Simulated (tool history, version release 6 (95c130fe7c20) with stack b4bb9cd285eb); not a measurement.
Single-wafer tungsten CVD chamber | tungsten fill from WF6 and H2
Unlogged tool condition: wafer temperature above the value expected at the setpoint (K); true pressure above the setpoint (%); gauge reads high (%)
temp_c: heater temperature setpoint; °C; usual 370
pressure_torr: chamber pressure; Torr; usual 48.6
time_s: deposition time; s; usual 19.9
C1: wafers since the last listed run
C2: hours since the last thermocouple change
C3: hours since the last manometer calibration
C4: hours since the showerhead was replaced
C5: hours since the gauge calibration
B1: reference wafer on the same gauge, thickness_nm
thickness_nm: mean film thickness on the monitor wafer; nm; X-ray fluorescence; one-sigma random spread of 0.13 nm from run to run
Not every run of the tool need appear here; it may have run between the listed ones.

run 1 hour=0.0 | temp_c=370 pressure_torr=48.6 time_s=21.2 | C1=0 C2=970.7 C3=581.4 C4=3557.3 C5=1209.5 | B1=37.488 | thickness_nm=45.827
run 2 hour=30.3 | temp_c=370 pressure_torr=48.6 time_s=19.9 | C1=764 C2=1001.0 C3=611.7 C4=3587.6 C5=1239.8 | B1=37.497 | thickness_nm=42.781
run 3 hour=53.0 | temp_c=370 pressure_torr=48.6 time_s=18.1 | C1=572 C2=1023.7 C3=634.4 C4=3610.3 C5=1262.5 | B1=37.503 | thickness_nm=39.220
run 4 hour=76.1 | temp_c=370 pressure_torr=48.6 time_s=19.9 | C1=582 C2=1046.8 C3=657.5 C4=3633.4 C5=1285.6 | B1=37.500 | thickness_nm=42.631
run 5 hour=107.4 | temp_c=370 pressure_torr=48.6 time_s=19.9 | C1=789 C2=1078.1 C3=688.8 C4=3664.7 C5=1316.9 | B1=37.505 | thickness_nm=42.979
-- hour=152.6 gauge calibrated
run 6 hour=177.3 | temp_c=370 pressure_torr=48.6 time_s=19.9 | C1=1764 C2=1148.0 C3=758.7 C4=3734.6 C5=24.7 | B1=37.539 | thickness_nm=42.962
run 7 hour=193.1 | temp_c=370 pressure_torr=48.6 time_s=19.9 | C1=398 C2=1163.8 C3=774.5 C4=3750.4 C5=40.5 | B1=37.483 | thickness_nm=42.603
run 8 hour=218.9 | temp_c=370 pressure_torr=48.6 time_s=19.9 | C1=651 C2=1189.6 C3=800.3 C4=3776.2 C5=66.3 | B1=37.517 | thickness_nm=42.887
run 9 hour=239.3 | temp_c=370 pressure_torr=48.6 time_s=19.9 | C1=514 C2=1210.0 C3=820.7 C4=3796.6 C5=86.7 | B1=37.495 | thickness_nm=43.044
run 10 hour=269.5 | temp_c=370 pressure_torr=48.6 time_s=19.9 | C1=762 C2=1240.2 C3=850.9 C4=3826.8 C5=116.9 | B1=37.503 | thickness_nm=43.082
run 11 hour=286.7 | temp_c=370 pressure_torr=48.6 time_s=19.9 | C1=434 C2=1257.4 C3=868.1 C4=3844.0 C5=134.1 | B1=37.471 | thickness_nm=42.816
run 12 hour=300.5 | temp_c=370 pressure_torr=48.6 time_s=19.9 | C1=348 C2=1271.2 C3=881.9 C4=3857.8 C5=147.9 | B1=37.478 | thickness_nm=42.706
run 13 hour=336.4 | temp_c=370 pressure_torr=48.6 time_s=19.9 | C1=906 C2=1307.1 C3=917.8 C4=3893.7 C5=183.8 | B1=37.498 | thickness_nm=42.695
run 14 hour=358.6 | temp_c=370 pressure_torr=58.3 time_s=16.6 | C1=560 C2=1329.3 C3=940.0 C4=3915.9 C5=206.0 | B1=37.490 | thickness_nm=38.969
run 15 hour=387.2 | temp_c=379 pressure_torr=48.6 time_s=19.9 | C1=721 C2=1357.9 C3=968.6 C4=3944.5 C5=234.6 | B1=37.497 | thickness_nm=53.418
run 16 hour=411.2 | temp_c=370 pressure_torr=48.6 time_s=19.9 | C1=605 C2=1381.9 C3=992.6 C4=3968.5 C5=258.6 | B1=37.495 | thickness_nm=42.986
run 17 hour=429.6 | temp_c=375 pressure_torr=53.3 time_s=23.2 | C1=464 C2=1400.3 C3=1011.0 C4=3986.9 C5=277.0 | B1=37.505 | thickness_nm=58.738
run 18 hour=445.5 | temp_c=370 pressure_torr=48.6 time_s=19.9 | C1=401 C2=1416.2 C3=1026.9 C4=4002.8 C5=292.9 | B1=37.512 | thickness_nm=43.049
run 19 hour=473.3 | temp_c=378 pressure_torr=59.8 time_s=16.1 | C1=701 C2=1444.0 C3=1054.7 C4=4030.6 C5=320.7 | B1=37.513 | thickness_nm=46.305
-- hour=487.0 capacitance manometer re-zeroed and calibrated
run 20 hour=494.2 | temp_c=370 pressure_torr=48.6 time_s=19.9 | C1=325 C2=1464.9 C3=7.2 C4=4051.5 C5=341.6 | B1=37.514 | thickness_nm=42.148
-- hour=504.7 showerhead replaced
run 21 hour=525.0 | temp_c=360 pressure_torr=41.1 time_s=17.7 | C1=575 C2=1495.7 C3=38.0 C4=20.3 C5=372.4 | B1=37.495 | thickness_nm=26.981
-- hour=535.7 thermocouple changed; heater temperature recalibrated
run 22 hour=558.4 | temp_c=361 pressure_torr=51.7 time_s=19.9 | C1=641 C2=22.7 C3=71.4 C4=53.7 C5=405.8 | B1=37.480 | thickness_nm=34.895
run 23 hour=585.0 | temp_c=370 pressure_torr=48.6 time_s=19.9 | C1=671 C2=49.3 C3=98.0 C4=80.3 C5=432.4 | B1=37.495 | thickness_nm=42.228
run 24 hour=604.9 | temp_c=356 pressure_torr=38.9 time_s=19.9 | C1=502 C2=69.2 C3=117.9 C4=100.2 C5=452.3 | B1=37.502 | thickness_nm=26.688
run 25 hour=640.0 | temp_c=370 pressure_torr=48.6 time_s=19.9 | C1=885 C2=104.3 C3=153.0 C4=135.3 C5=487.4 | B1=37.487 | thickness_nm=42.560
run 26 hour=671.9 | temp_c=370 pressure_torr=48.6 time_s=19.9 | C1=805 C2=136.2 C3=184.9 C4=167.2 C5=519.3 | B1=37.480 | thickness_nm=42.389
run 27 hour=686.5 | temp_c=377 pressure_torr=57.3 time_s=17.2 | C1=368 C2=150.8 C3=199.5 C4=181.8 C5=533.9 | B1=37.470 | thickness_nm=47.066
run 28 hour=700.0 | temp_c=370 pressure_torr=48.6 time_s=19.9 | C1=340 C2=164.3 C3=213.0 C4=195.3 C5=547.4 | B1=37.533 | thickness_nm=42.727
run 29 hour=712.3 | temp_c=380 pressure_torr=42.4 time_s=19.9 | C1=310 C2=176.6 C3=225.3 C4=207.6 C5=559.7 | B1=37.485 | thickness_nm=50.478
run 30 hour=729.9 | temp_c=376 pressure_torr=41.1 time_s=22.3 | C1=444 C2=194.2 C3=242.9 C4=225.2 C5=577.3 | B1=37.487 | thickness_nm=50.538
run 31 hour=759.0 | temp_c=370 pressure_torr=54.9 time_s=19.9 | C1=734 C2=223.3 C3=272.0 C4=254.3 C5=606.4 | B1=37.516 | thickness_nm=45.084
run 32 hour=793.7 | temp_c=370 pressure_torr=56.8 time_s=19.9 | C1=875 C2=258.0 C3=306.7 C4=289.0 C5=641.1 | B1=37.503 | thickness_nm=46.247
run 33 hour=806.9 | temp_c=358 pressure_torr=48.6 time_s=18.8 | C1=333 C2=271.2 C3=319.9 C4=302.2 C5=654.3 | B1=37.485 | thickness_nm=29.934

Predict each of these 5 candidate next runs independently; none follows another, all start after run 33:
run A hour=807.3 | temp_c=370 pressure_torr=48.6 time_s=19.9 | C1=10 C2=271.6 C3=320.3 C4=302.6 C5=654.7 | B1=? | thickness_nm=?
run B hour=807.3 | temp_c=365 pressure_torr=48.6 time_s=23.8 | C1=10 C2=271.6 C3=320.3 C4=302.6 C5=654.7 | B1=? | thickness_nm=?
run C hour=807.3 | temp_c=366 pressure_torr=44.5 time_s=19.9 | C1=10 C2=271.6 C3=320.3 C4=302.6 C5=654.7 | B1=? | thickness_nm=?
run D hour=807.3 | temp_c=374 pressure_torr=58.3 time_s=21.9 | C1=10 C2=271.6 C3=320.3 C4=302.6 C5=654.7 | B1=? | thickness_nm=?
run E hour=807.3 | temp_c=375 pressure_torr=54.7 time_s=18.3 | C1=10 C2=271.6 C3=320.3 C4=302.6 C5=654.7 | B1=? | thickness_nm=?

run=A B1=37.506 thickness_nm=42.735
run=B B1=37.506 thickness_nm=45.249
run=C B1=37.506 thickness_nm=37.097
run=D B1=37.506 thickness_nm=56.456
run=E B1=37.506 thickness_nm=46.827
Without the tool's hidden state the same runs would have given:
run=A thickness_nm=42.159
run=B thickness_nm=44.639
run=C thickness_nm=36.597
run=D thickness_nm=55.716
run=E thickness_nm=46.213
